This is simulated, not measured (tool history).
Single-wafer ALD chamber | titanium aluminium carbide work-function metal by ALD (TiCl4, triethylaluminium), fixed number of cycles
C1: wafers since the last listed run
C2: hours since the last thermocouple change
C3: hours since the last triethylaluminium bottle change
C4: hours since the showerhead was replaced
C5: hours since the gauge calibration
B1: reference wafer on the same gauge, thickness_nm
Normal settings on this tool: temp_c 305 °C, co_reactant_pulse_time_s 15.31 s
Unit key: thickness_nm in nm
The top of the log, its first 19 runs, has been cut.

run 20 hour=1802.9 | temp_c=295 co_reactant_pulse_time_s=17.61 | C1=602 C2=1048.2 C3=561.4 C4=4380.3 C5=407.6 | B1=2.653 | thickness_nm=2.139
run 21 hour=1907.4 | temp_c=314 co_reactant_pulse_time_s=18.42 | C1=607 C2=1152.7 C3=665.9 C4=4484.8 C5=512.1 | B1=2.653 | thickness_nm=2.34
-- hour=1945.4 thermocouple changed; heater temperature recalibrated
run 22 hour=1982.8 | temp_c=295 co_reactant_pulse_time_s=20.19 | C1=392 C2=37.4 C3=741.3 C4=4560.2 C5=587.5 | B1=2.647 | thickness_nm=2.161
-- hour=2008.8 showerhead replaced
run 23 hour=2032.2 | temp_c=313 co_reactant_pulse_time_s=10.7 | C1=240 C2=86.8 C3=790.7 C4=23.4 C5=636.9 | B1=2.65 | thickness_nm=2.206
run 24 hour=2084.2 | temp_c=316 co_reactant_pulse_time_s=15.31 | C1=302 C2=138.8 C3=842.7 C4=75.4 C5=688.9 | B1=2.649 | thickness_nm=2.312
run 25 hour=2141.4 | temp_c=305 co_reactant_pulse_time_s=20.35 | C1=332 C2=196 C3=899.9 C4=132.6 C5=746.1 | B1=2.65 | thickness_nm=2.252
run 26 hour=2245.5 | temp_c=305 co_reactant_pulse_time_s=15.31 | C1=605 C2=300.1 C3=1004 C4=236.7 C5=850.2 | B1=2.649 | thickness_nm=2.209
run 27 hour=2319.9 | temp_c=311 co_reactant_pulse_time_s=12.52 | C1=432 C2=374.5 C3=1078.4 C4=311.1 C5=924.6 | B1=2.65 | thickness_nm=2.238
run 28 hour=2408.9 | temp_c=297 co_reactant_pulse_time_s=13.52 | C1=517 C2=463.5 C3=1167.4 C4=400.1 C5=1013.6 | B1=2.65 | thickness_nm=2.119
-- hour=2500 triethylaluminium bottle replaced
run 29 hour=2504 | temp_c=305 co_reactant_pulse_time_s=15.31 | C1=506 C2=558.6 C3=4 C4=495.2 C5=1108.7 | B1=2.651 | thickness_nm=2.233
run 30 hour=2558.9 | temp_c=300 co_reactant_pulse_time_s=20.74 | C1=319 C2=613.5 C3=58.9 C4=550.1 C5=1163.6 | B1=2.648 | thickness_nm=2.234
run 31 hour=2648.2 | temp_c=311 co_reactant_pulse_time_s=11.41 | C1=519 C2=702.8 C3=148.2 C4=639.4 C5=1252.9 | B1=2.646 | thickness_nm=2.257
run 32 hour=2697.4 | temp_c=312 co_reactant_pulse_time_s=11.58 | C1=286 C2=752 C3=197.4 C4=688.6 C5=1302.1 | B1=2.651 | thickness_nm=2.266

Branching from run 32: 5 alternative next runs. What would each branch give?
run A hour=2697.8 | temp_c=298 co_reactant_pulse_time_s=15.31 | C1=2 C2=752.4 C3=197.8 C4=689 C5=1302.5 | B1=? | thickness_nm=?
run B hour=2697.8 | temp_c=297 co_reactant_pulse_time_s=19.42 | C1=2 C2=752.4 C3=197.8 C4=689 C5=1302.5 | B1=? | thickness_nm=?
run C hour=2697.8 | temp_c=299 co_reactant_pulse_time_s=13.74 | C1=2 C2=752.4 C3=197.8 C4=689 C5=1302.5 | B1=? | thickness_nm=?
run D hour=2697.8 | temp_c=318 co_reactant_pulse_time_s=11.56 | C1=2 C2=752.4 C3=197.8 C4=689 C5=1302.5 | B1=? | thickness_nm=?
run E hour=2697.8 | temp_c=296 co_reactant_pulse_time_s=17.34 | C1=2 C2=752.4 C3=197.8 C4=689 C5=1302.5 | B1=? | thickness_nm=?

run=A B1=2.65 thickness_nm=2.173
run=B B1=2.65 thickness_nm=2.179
run=C B1=2.65 thickness_nm=2.17
run=D B1=2.65 thickness_nm=2.326
run=E B1=2.65 thickness_nm=2.163
With the hidden condition removed and each run's random variation left untouched, the same runs would have given:
run=A thickness_nm=2.188
run=B thickness_nm=2.186
run=C thickness_nm=2.192
run=D thickness_nm=2.361
run=E thickness_nm=2.174
